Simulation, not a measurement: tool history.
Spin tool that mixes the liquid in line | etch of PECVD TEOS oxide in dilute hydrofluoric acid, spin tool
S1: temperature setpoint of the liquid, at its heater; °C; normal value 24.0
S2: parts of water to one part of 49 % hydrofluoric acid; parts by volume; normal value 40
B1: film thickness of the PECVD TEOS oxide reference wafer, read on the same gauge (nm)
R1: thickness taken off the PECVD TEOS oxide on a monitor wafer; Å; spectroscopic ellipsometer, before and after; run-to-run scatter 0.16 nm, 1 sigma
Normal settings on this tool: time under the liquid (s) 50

{"run": 1, "hour": 0.0, "S1": 27.5, "S2": 40, "time under the liquid (s)": 50, "B1": 30.0, "R1": 263.3}
{"run": 2, "hour": 23.4, "S1": 27.5, "S2": 40, "time under the liquid (s)": 50, "B1": 30.0, "R1": 262.5}
{"run": 3, "hour": 36.2, "S1": 24.0, "S2": 25, "time under the liquid (s)": 65, "B1": 29.99, "R1": 481.0}
{"run": 4, "hour": 44.6, "S1": 24.0, "S2": 25, "time under the liquid (s)": 65, "B1": 29.99, "R1": 478.4}
{"run": 5, "hour": 56.5, "S1": 24.0, "S2": 40, "time under the liquid (s)": 50, "B1": 30.0, "R1": 226.8}
{"run": 6, "hour": 66.5, "S1": 24.0, "S2": 40, "time under the liquid (s)": 50, "B1": 29.98, "R1": 229.4}
{"run": 7, "hour": 113.2, "S1": 24.0, "S2": 35, "time under the liquid (s)": 60, "B1": 30.01, "R1": 318.0}
{"hour": 117.3, "done": "thermometer replaced"}
{"run": 8, "hour": 128.8, "S1": 24.0, "S2": 40, "time under the liquid (s)": 50, "B1": 30.01, "R1": 234.3}
{"run": 9, "hour": 141.6, "S1": 24.0, "S2": 40, "time under the liquid (s)": 50, "B1": 29.98, "R1": 233.1}
{"run": 10, "hour": 149.2, "S1": 24.0, "S2": 40, "time under the liquid (s)": 50, "B1": 29.99, "R1": 232.7}
{"run": 11, "hour": 157.9, "S1": 24.0, "S2": 40, "time under the liquid (s)": 50, "B1": 29.97, "R1": 234.2}
{"run": 12, "hour": 174.0, "S1": 24.0, "S2": 40, "time under the liquid (s)": 60, "B1": 30.02, "R1": 281.0}
{"run": 13, "hour": 185.6, "S1": 24.0, "S2": 40, "time under the liquid (s)": 50, "B1": 29.97, "R1": 236.2}
{"run": 14, "hour": 200.4, "S1": 24.0, "S2": 40, "time under the liquid (s)": 50, "B1": 29.99, "R1": 237.1}
{"run": 15, "hour": 214.9, "S1": 24.0, "S2": 50, "time under the liquid (s)": 50, "B1": 30.01, "R1": 185.3}
{"run": 16, "hour": 227.0, "S1": 24.0, "S2": 40, "time under the liquid (s)": 50, "B1": 30.01, "R1": 234.3}
{"run": 17, "hour": 236.9, "S1": 27.0, "S2": 40, "time under the liquid (s)": 60, "B1": 29.99, "R1": 320.3}
{"hour": 247.5, "done": "hydrofluoric acid flow meter replaced"}
{"run": 18, "hour": 250.0, "S1": 24.0, "S2": 40, "time under the liquid (s)": 50, "B1": 30.0, "R1": 210.2}
{"run": 19, "hour": 265.2, "S1": 24.0, "S2": 40, "time under the liquid (s)": 50, "B1": 29.99, "R1": 214.6}
{"run": 20, "hour": 280.8, "S1": 27.0, "S2": 30, "time under the liquid (s)": 70, "B1": 30.0, "R1": 458.9}
{"hour": 282.7, "done": "gauge calibrated"}
{"run": 21, "hour": 287.2, "S1": 24.0, "S2": 40, "time under the liquid (s)": 35, "B1": 29.99, "R1": 149.3}
{"run": 22, "hour": 303.7, "S1": 24.0, "S2": 60, "time under the liquid (s)": 25, "B1": 30.0, "R1": 70.0}
{"run": 23, "hour": 312.2, "S1": 21.0, "S2": 30, "time under the liquid (s)": 40, "B1": 30.0, "R1": 206.3}
{"run": 24, "hour": 327.5, "S1": 24.0, "S2": 55, "time under the liquid (s)": 50, "B1": 29.98, "R1": 154.6}
{"run": 25, "hour": 335.0, "S1": 19.0, "S2": 50, "time under the liquid (s)": 50, "B1": 29.99, "R1": 138.1}
{"run": 26, "hour": 347.3, "S1": 24.0, "S2": 40, "time under the liquid (s)": 30, "B1": 30.01, "R1": 129.6}
{"run": 27, "hour": 355.7, "S1": 26.0, "S2": 40, "time under the liquid (s)": 50, "B1": 30.0, "R1": 234.4}
{"run": 28, "hour": 367.9, "S1": 21.0, "S2": 40, "time under the liquid (s)": 65, "B1": 29.99, "R1": 251.1}

For each run, what was the tool's unlogged condition?
liquid hotter than its thermometer reads (K): 0 in every run
gauge reads high (%): 0 in every run
H1: hydrofluoric acid flow above the setpoint (%)
run=1 H1=9.11
run=2 H1=9.5
run=3 H1=9.71
run=4 H1=9.85
run=5 H1=10
run=6 H1=10.2
run=7 H1=11
run=8 H1=11.2
run=9 H1=11.4
run=10 H1=11.6
run=11 H1=11.7
run=12 H1=12
run=13 H1=12.2
run=14 H1=12.4
run=15 H1=12.7
run=16 H1=12.9
run=17 H1=13
run=18 H1=2.56
run=19 H1=2.81
run=20 H1=3.07
run=21 H1=3.17
run=22 H1=3.44
run=23 H1=3.58
run=24 H1=3.83
run=25 H1=3.96
run=26 H1=4.16
run=27 H1=4.3
run=28 H1=4.5
